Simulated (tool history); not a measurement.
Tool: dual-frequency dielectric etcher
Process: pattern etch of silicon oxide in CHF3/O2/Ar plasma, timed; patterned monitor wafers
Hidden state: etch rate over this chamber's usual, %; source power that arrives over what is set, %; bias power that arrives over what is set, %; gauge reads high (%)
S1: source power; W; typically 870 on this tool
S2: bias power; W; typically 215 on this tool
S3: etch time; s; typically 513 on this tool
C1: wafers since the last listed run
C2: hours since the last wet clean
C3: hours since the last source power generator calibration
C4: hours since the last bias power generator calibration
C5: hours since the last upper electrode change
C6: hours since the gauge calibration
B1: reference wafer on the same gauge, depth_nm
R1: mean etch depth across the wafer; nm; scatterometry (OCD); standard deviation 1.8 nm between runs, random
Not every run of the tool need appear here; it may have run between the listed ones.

run,hour,S1,S2,S3,C1,C2,C3,C4,C5,C6,B1,R1
1,0,870,215,513,0,157.9,4047.4,4568,4463.4,257.7,1249.6,1208.6
2,14.7,870,228,578.5,46,172.6,4062.1,4582.7,4478.1,272.4,1250.1,1392.2
3,29.9,870,228,578.5,47,187.8,4077.3,4597.9,4493.3,287.6,1249.7,1387
4,39.3,870,215,513,29,197.2,4086.7,4607.3,4502.7,297,1250.7,1207.7
5,47,870,215,513,24,204.9,4094.4,4615,4510.4,304.7,1249.7,1206.8
6,63.4,740,215,630,51,221.3,4110.8,4631.4,4526.8,321.1,1250,1418.1
7,74.2,870,254,513,34,232.1,4121.6,4642.2,4537.6,331.9,1249.7,1271.2
8,84.1,870,254,513,31,242,4131.5,4652.1,4547.5,341.8,1251.2,1270.8
9,91.3,870,254,513,22,249.2,4138.7,4659.3,4554.7,349,1251.1,1274.4
# hour 112.1: gauge calibrated
# hour 120.8: upper electrode replaced
10,121.3,870,181,513,18,279.2,4168.7,4689.3,0.5,9.2,1250.9,1142.9
11,121.8,870,215,618.5,1,279.7,4169.2,4689.8,1,9.7,1248.8,1449.9
# hour 127.2: source power generator calibrated
12,133.3,930,181,513,23,291.2,6.1,4701.3,12.5,21.2,1250.6,1163
# hour 141: bias power generator calibrated
13,147,870,215,513,30,304.9,19.8,6,26.2,34.9,1250.2,1205.6
14,154.8,970,241,424,24,312.7,27.6,13.8,34,42.7,1250.1,1065.7
15,166.9,870,215,513,38,324.8,39.7,25.9,46.1,54.8,1250.7,1202.8
16,182.8,870,215,513,50,340.7,55.6,41.8,62,70.7,1248.8,1200.9
17,198.6,1070,215,513,49,356.5,71.4,57.6,77.8,86.5,1249.5,1283.1
18,215.1,970,241,424,52,373,87.9,74.1,94.3,103,1250.1,1064.6
# hour 271.1: wet clean of the chamber
19,271.6,870,215,513,102,0.5,144.4,130.6,150.8,159.5,1250.2,1211.8
20,277.6,730,193,469.5,18,6.5,150.4,136.6,156.8,165.5,1249.9,1018.7
21,287.2,870,263,656,30,16.1,160,146.2,166.4,175.1,1249.8,1647.6
22,302.7,870,264,513,48,31.6,175.5,161.7,181.9,190.6,1250.3,1295.7
23,315.6,670,161,513,40,44.5,188.4,174.6,194.8,203.5,1249.8,1028.4
24,329.2,870,215,513,42,58.1,202,188.2,208.4,217.1,1250.4,1207.8
25,344.8,870,175,359.5,49,73.7,217.6,203.8,224,232.7,1249.9,794.4
26,353.8,930,181,513,28,82.7,226.6,212.8,233,241.7,1250.3,1172.2
27,367.3,870,215,513,42,96.2,240.1,226.3,246.5,255.2,1250.1,1207.6
28,375.9,1060,250,513,27,104.8,248.7,234.9,255.1,263.8,1250.6,1343.3
29,388.2,760,172,616,38,117.1,261,247.2,267.4,276.1,1249.6,1301.1
30,398.4,870,215,378,32,127.3,271.2,257.4,277.6,286.3,1249.7,888.3

Difference, measured minus no-hidden-state, one row per run. Run-to-run variation is common to both terms; the gauge's own scatter need not be:
run,R1
1,-3.9
2,-5
3,-5.7
4,-5.2
5,-5.4
6,-7.1
7,-6.8
8,-7.1
9,-7.4
10,-7.6
11,-9.7
12,-8.1
13,-8.9
14,-8.1
15,-9.6
16,-10.1
17,-11.4
18,-9.9
19,-1.8
20,-1.7
21,-3.1
22,-3.1
23,-2.8
24,-3.8
25,-2.8
26,-4.4
27,-5
28,-5.9
29,-6.2
30,-4.5

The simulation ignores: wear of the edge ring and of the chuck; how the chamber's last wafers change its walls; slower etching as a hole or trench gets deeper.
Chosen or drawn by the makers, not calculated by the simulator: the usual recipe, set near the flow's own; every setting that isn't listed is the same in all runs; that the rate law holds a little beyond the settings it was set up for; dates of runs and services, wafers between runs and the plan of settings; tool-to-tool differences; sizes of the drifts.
